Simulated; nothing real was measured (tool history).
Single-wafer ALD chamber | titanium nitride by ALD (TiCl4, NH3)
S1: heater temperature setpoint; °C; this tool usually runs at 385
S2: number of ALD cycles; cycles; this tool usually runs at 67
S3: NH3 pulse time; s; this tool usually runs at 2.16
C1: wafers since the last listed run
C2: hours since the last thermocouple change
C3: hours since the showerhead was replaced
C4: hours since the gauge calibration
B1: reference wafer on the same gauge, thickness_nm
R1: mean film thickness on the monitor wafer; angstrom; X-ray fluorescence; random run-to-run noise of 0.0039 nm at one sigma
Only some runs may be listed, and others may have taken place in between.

Run 1, hour 0.0: usual settings; C1 0; C2 458.0; C3 3989.1; C4 510.1; B1 1.262. Result: R1 15.67 angstrom.
Run 2, hour 26.9: usual settings but S1 391 °C, S3 2.75 s; C1 132; C2 484.9; C3 4016.0; C4 537.0; B1 1.260. Result: R1 16.06 angstrom.
Run 3, hour 74.1: usual settings but S1 391 °C, S3 2.75 s; C1 231; C2 532.1; C3 4063.2; C4 584.2; B1 1.262. Result: R1 15.98 angstrom.
Run 4, hour 112.7: usual settings but S1 391 °C, S3 2.75 s; C1 189; C2 570.7; C3 4101.8; C4 622.8; B1 1.262. Result: R1 16.15 angstrom.
Run 5, hour 303.7: usual settings but S3 2.48 s; C1 938; C2 761.7; C3 4292.8; C4 813.8; B1 1.262. Result: R1 15.96 angstrom.
Run 6, hour 372.8: usual settings but S3 2.48 s; C1 339; C2 830.8; C3 4361.9; C4 882.9; B1 1.263. Result: R1 15.89 angstrom.
Run 7, hour 406.4: usual settings but S3 1.67 s; C1 165; C2 864.4; C3 4395.5; C4 916.5; B1 1.265. Result: R1 15.54 angstrom.
Run 8, hour 447.8: usual settings but S3 1.67 s; C1 203; C2 905.8; C3 4436.9; C4 957.9; B1 1.262. Result: R1 15.51 angstrom.
Run 9, hour 472.8: usual settings but S3 1.67 s; C1 122; C2 930.8; C3 4461.9; C4 982.9; B1 1.263. Result: R1 15.49 angstrom.
Run 10, hour 530.0: usual settings but S2 59 cycles; C1 281; C2 988.0; C3 4519.1; C4 1040.1; B1 1.264. Result: R1 13.92 angstrom.
Run 11, hour 567.8: usual settings but S2 59 cycles; C1 185; C2 1025.8; C3 4556.9; C4 1077.9; B1 1.264. Result: R1 13.92 angstrom.
At hour 589.1: gauge calibrated.
Run 12, hour 600.3: usual settings but S3 1.71 s; C1 159; C2 1058.3; C3 4589.4; C4 11.2; B1 1.248. Result: R1 15.38 angstrom.
Run 13, hour 635.0: usual settings but S3 1.71 s; C1 170; C2 1093.0; C3 4624.1; C4 45.9; B1 1.250. Result: R1 15.47 angstrom.
Run 14, hour 740.5: usual settings but S3 1.71 s; C1 518; C2 1198.5; C3 4729.6; C4 151.4; B1 1.254. Result: R1 15.43 angstrom.
Run 15, hour 793.7: usual settings; C1 261; C2 1251.7; C3 4782.8; C4 204.6; B1 1.256. Result: R1 15.72 angstrom.
Run 16, hour 818.3: usual settings but S3 1.67 s; C1 120; C2 1276.3; C3 4807.4; C4 229.2; B1 1.257. Result: R1 15.41 angstrom.
Run 17, hour 888.8: usual settings but S3 1.67 s; C1 346; C2 1346.8; C3 4877.9; C4 299.7; B1 1.258. Result: R1 15.49 angstrom.
Run 18, hour 940.9: usual settings; C1 256; C2 1398.9; C3 4930.0; C4 351.8; B1 1.258. Result: R1 15.78 angstrom.
Run 19, hour 981.5: usual settings; C1 199; C2 1439.5; C3 4970.6; C4 392.4; B1 1.259. Result: R1 15.71 angstrom.
Run 20, hour 1034.9: usual settings but S1 372 °C, S2 55 cycles; C1 262; C2 1492.9; C3 5024.0; C4 445.8; B1 1.260. Result: R1 12.69 angstrom.
Run 21, hour 1076.0: usual settings; C1 201; C2 1534.0; C3 5065.1; C4 486.9; B1 1.260. Result: R1 15.79 angstrom.
At hour 1127.7: showerhead replaced.
Run 22, hour 1153.2: usual settings but S3 1.67 s; C1 340; C2 1611.2; C3 25.5; C4 564.1; B1 1.260. Result: R1 15.56 angstrom.
Run 23, hour 1200.1: usual settings but S1 373 °C, S3 2.41 s; C1 230; C2 1658.1; C3 72.4; C4 611.0; B1 1.261. Result: R1 15.65 angstrom.
At hour 1220.9: thermocouple changed; heater temperature recalibrated.
Run 24, hour 1261.9: usual settings but S1 391 °C, S2 58 cycles; C1 264; C2 41.0; C3 134.2; C4 672.8; B1 1.260. Result: R1 13.74 angstrom.
Run 25, hour 1328.7: usual settings but S1 395 °C, S2 79 cycles; C1 328; C2 107.8; C3 201.0; C4 739.6; B1 1.261. Result: R1 18.83 angstrom.
Run 26, hour 1365.2: usual settings but S2 58 cycles; C1 179; C2 144.3; C3 237.5; C4 776.1; B1 1.260. Result: R1 13.59 angstrom.
Run 27, hour 1434.1: usual settings but S1 380 °C, S2 63 cycles, S3 2.64 s; C1 338; C2 213.2; C3 306.4; C4 845.0; B1 1.262. Result: R1 14.89 angstrom.
Run 28, hour 1461.3: usual settings but S3 1.78 s; C1 133; C2 240.4; C3 333.6; C4 872.2; B1 1.264. Result: R1 15.59 angstrom.
Run 29, hour 1523.2: usual settings but S1 389 °C, S3 2.89 s; C1 304; C2 302.3; C3 395.5; C4 934.1; B1 1.262. Result: R1 16.05 angstrom.
Run 30, hour 1584.1: usual settings but S2 62 cycles; C1 299; C2 363.2; C3 456.4; C4 995.0; B1 1.261. Result: R1 14.55 angstrom.

Predict each of these 5 candidate next runs independently; none follows another, all start after run 30:
Run A, hour 1584.7: usual settings but S1 376 °C; C1 2; C2 363.8; C3 457.0; C4 995.6; B1 ?. Result: R1 ?.
Run B, hour 1584.7: usual settings but S1 394 °C, S2 80 cycles, S3 1.93 s; C1 2; C2 363.8; C3 457.0; C4 995.6; B1 ?. Result: R1 ?.
Run C, hour 1584.7: usual settings but S1 391 °C, S2 76 cycles, S3 2.98 s; C1 2; C2 363.8; C3 457.0; C4 995.6; B1 ?. Result: R1 ?.
Run D, hour 1584.7: usual settings but S1 373 °C, S2 79 cycles, S3 1.79 s; C1 2; C2 363.8; C3 457.0; C4 995.6; B1 ?. Result: R1 ?.
Run E, hour 1584.7: usual settings but S1 399 °C, S3 1.47 s; C1 2; C2 363.8; C3 457.0; C4 995.6; B1 ?. Result: R1 ?.

run     B1     R1
  A  1.263  15.66
  B  1.263  18.92
  C  1.263  18.29
  D  1.263  18.08
  E  1.263  15.69
Take away the tool's hidden state, keep each run's random variation, and the runs would have read:
run     R1
  A  15.50
  B  18.73
  C  18.11
  D  17.90
  E  15.53

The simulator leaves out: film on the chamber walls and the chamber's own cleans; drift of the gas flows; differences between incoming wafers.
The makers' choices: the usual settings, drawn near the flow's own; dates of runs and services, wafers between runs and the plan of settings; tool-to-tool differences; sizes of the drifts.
